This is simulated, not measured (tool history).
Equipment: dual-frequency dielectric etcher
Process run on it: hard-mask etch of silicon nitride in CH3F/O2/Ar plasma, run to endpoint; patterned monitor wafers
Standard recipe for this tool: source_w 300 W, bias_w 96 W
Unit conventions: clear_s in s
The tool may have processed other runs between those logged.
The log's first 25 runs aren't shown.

run   hour  source_w  bias_w  incoming incoming film thickness, nm  clear_s
 26  654.6       320      96                                  54.6       88
     683.6  -- upper electrode replaced
 27  689.3       300      83                                    55     95.3
 28  715.9       300      96                                  54.4     90.1
     803.1  -- wet clean of the chamber
 29  803.6       300     111                                  55.1     85.4
 30  818.2       260     105                                  55.5     95.1
 31  837.8       350      72                                  55.1     90.5
 32  858.5       260      96                                  54.8     96.6
 33  883.1       300      96                                  55.1     90.3
 34  901.1       380      78                                  54.1     83.6

Alternative continuations, all from the tool just after run 34; predict every row:
  A  901.5       300      96                                  54.8        ?
  B  901.5       380      96                                  54.8        ?
  C  901.5       300     116                                  54.8        ?
  D  901.5       370     116                                  54.8        ?
  E  901.5       300     118                                  54.8        ?

run  clear_s
  A     89.2
  B       79
  C     83.6
  D     75.2
  E     83.1
Stripped of hidden state, with their random variation kept, the same runs would have yielded:
run  clear_s
  A     89.6
  B     79.4
  C       84
  D     75.5
  E     83.5

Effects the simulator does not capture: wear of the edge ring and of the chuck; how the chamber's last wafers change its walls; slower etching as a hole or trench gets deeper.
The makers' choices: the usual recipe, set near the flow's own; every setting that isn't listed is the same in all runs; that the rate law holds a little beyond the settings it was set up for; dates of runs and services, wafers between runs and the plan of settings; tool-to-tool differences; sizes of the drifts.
